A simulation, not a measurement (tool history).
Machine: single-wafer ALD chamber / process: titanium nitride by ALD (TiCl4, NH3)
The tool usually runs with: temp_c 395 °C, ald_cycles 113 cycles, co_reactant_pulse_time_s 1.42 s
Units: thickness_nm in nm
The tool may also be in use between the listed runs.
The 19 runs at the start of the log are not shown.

run,hour,temp_c,ald_cycles,co_reactant_pulse_time_s,wafers since the last listed run,hours since the last thermocouple change,hours since the showerhead was replaced,hours since the gauge calibration,"read-back reference wafer on the same gauge, thickness_nm",thickness_nm
20,207.9,395,113,1.23,27,1204,8369,277.5,1.939,2.346
21,217.2,380,113,1.42,24,1213.3,8378.3,286.8,1.939,2.337
22,223.3,395,97,1.42,16,1219.4,8384.4,292.9,1.938,2.038
23,232.7,395,113,1.13,25,1228.8,8393.8,302.3,1.94,2.336
# hour 243.6: showerhead replaced
24,244.2,406,113,1.03,9,1240.3,0.6,313.8,1.941,2.364
25,251.4,409,107,1.76,19,1247.5,7.8,321,1.942,2.284
26,268,395,130,1.42,44,1264.1,24.4,337.6,1.941,2.719
# hour 282.9: thermocouple changed; heater temperature recalibrated
27,283.8,401,92,1.42,20,0.9,40.2,353.4,1.94,1.944
28,322.9,407,133,1.98,104,40,79.3,392.5,1.94,2.844
29,330.8,387,124,1.1,21,47.9,87.2,400.4,1.941,2.55
# hour 339.4: gauge calibrated
30,345.6,395,135,1.42,39,62.7,102,6.2,1.921,2.793
31,358.2,384,104,1.56,33,75.3,114.6,18.8,1.922,2.148

Run 32 has not been measured yet. What should we expect?
32,376.1,390,99,1.63,47,93.2,132.5,36.7,?,?

{"run 32": {"read-back reference wafer on the same gauge, thickness_nm": 1.927, "thickness_nm": 2.058}}
On a tool with no hidden condition, and with the same random variation, this run would have come out at thickness_nm 2.052 nm.
